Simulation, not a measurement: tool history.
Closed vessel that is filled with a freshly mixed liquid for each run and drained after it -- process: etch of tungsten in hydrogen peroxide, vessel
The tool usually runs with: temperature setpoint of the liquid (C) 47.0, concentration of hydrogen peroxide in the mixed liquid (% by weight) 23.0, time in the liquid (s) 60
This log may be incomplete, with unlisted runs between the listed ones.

run,hour,temperature setpoint of the liquid (C),concentration of hydrogen peroxide in the mixed liquid (% by weight),time in the liquid (s),wafers since the last listed run,hours since the thermometer was replaced,hours since the peroxide flow meter was replaced,hours since the drum of peroxide was connected,hours since the gauge calibration,"read-back film thickness of the tungsten reference wafer, read on the same gauge (nm)",thickness taken off the tungsten on a monitor wafer (Å)
1,0.0,47.0,23.0,60,0,1081.6,1297.6,794.9,76.4,80.00,628.0
2,16.0,47.0,23.0,60,1193,1097.6,1313.6,810.9,92.4,80.00,621.6
3,27.8,47.0,23.0,60,880,1109.4,1325.4,822.7,104.2,80.01,622.6
4,39.7,47.0,23.0,60,887,1121.3,1337.3,834.6,116.1,80.00,622.5
5,67.9,47.0,23.0,60,2103,1149.5,1365.5,862.8,144.3,80.01,623.4
6,81.9,47.0,23.0,60,1044,1163.5,1379.5,876.8,158.3,79.98,618.5
7,95.7,47.0,23.0,60,1029,1177.3,1393.3,890.6,172.1,80.00,626.3
# hour 108.7: gauge calibrated
8,113.0,47.0,23.0,60,1290,1194.6,1410.6,907.9,4.3,79.99,623.2
9,129.6,47.0,23.0,60,1238,1211.2,1427.2,924.5,20.9,80.00,620.3
10,138.1,47.0,23.0,75,633,1219.7,1435.7,933.0,29.4,79.99,773.2
# hour 139.9: thermometer replaced
11,146.4,47.0,23.0,75,544,6.5,1444.0,941.3,37.7,80.00,781.1
# hour 148.9: new drum of peroxide connected
12,158.4,47.0,23.0,75,820,18.5,1456.0,9.5,49.7,79.99,805.7
13,170.7,47.0,23.0,60,917,30.8,1468.3,21.8,62.0,80.00,639.2
14,184.5,47.0,23.0,60,1029,44.6,1482.1,35.6,75.8,79.97,633.9
15,198.7,56.5,28.5,60,1059,58.8,1496.3,49.8,90.0,80.01,1265.3
16,212.4,47.0,23.0,60,1021,72.5,1510.0,63.5,103.7,80.00,643.6
17,221.0,54.5,23.0,60,641,81.1,1518.6,72.1,112.3,79.99,1013.6
# hour 233.1: peroxide flow meter replaced
18,234.2,39.5,25.5,60,909,94.3,1.1,85.3,125.5,80.01,415.8
19,241.3,57.0,23.0,75,529,101.4,8.2,92.4,132.6,79.98,1457.0
20,254.0,47.0,23.0,60,947,114.1,20.9,105.1,145.3,79.99,641.9
21,265.8,42.5,23.0,60,880,125.9,32.7,116.9,157.1,80.00,480.0
22,273.8,54.5,23.0,90,596,133.9,40.7,124.9,165.1,79.99,1522.5
# hour 281.7: gauge calibrated
23,285.7,41.5,18.5,45,887,145.8,52.6,136.8,4.0,80.01,302.2
24,295.8,56.5,28.5,60,753,155.9,62.7,146.9,14.1,80.00,1263.8
25,305.0,55.0,29.0,80,686,165.1,71.9,156.1,23.3,80.01,1543.2
26,315.8,54.0,20.5,70,805,175.9,82.7,166.9,34.1,80.02,1074.5
27,350.9,42.5,23.0,60,2618,211.0,117.8,202.0,69.2,80.00,483.3
28,358.5,40.5,23.0,70,566,218.6,125.4,209.6,76.8,79.99,492.3
29,369.2,50.0,20.0,60,798,229.3,136.1,220.3,87.5,80.00,711.8

Here are 5 independent what-if runs from the current tool condition. What would each one return?
A,369.9,47.0,18.5,60,52,230.0,136.8,221.0,88.2,?,?
B,369.9,53.5,29.0,35,52,230.0,136.8,221.0,88.2,?,?
C,369.9,43.5,27.5,35,52,230.0,136.8,221.0,88.2,?,?
D,369.9,39.0,19.0,45,52,230.0,136.8,221.0,88.2,?,?
E,369.9,47.0,26.5,90,52,230.0,136.8,221.0,88.2,?,?

run,"read-back film thickness of the tungsten reference wafer, read on the same gauge (nm)",thickness taken off the tungsten on a monitor wafer (Å)
A,80.00,573.9
B,80.00,623.2
C,80.00,327.4
D,80.00,261.7
E,80.00,1030.3
With the hidden condition removed and each run's random variation left untouched, the same runs would have given:
run,thickness taken off the tungsten on a monitor wafer (Å)
A,582.5
B,632.6
C,332.4
D,265.6
E,1045.8
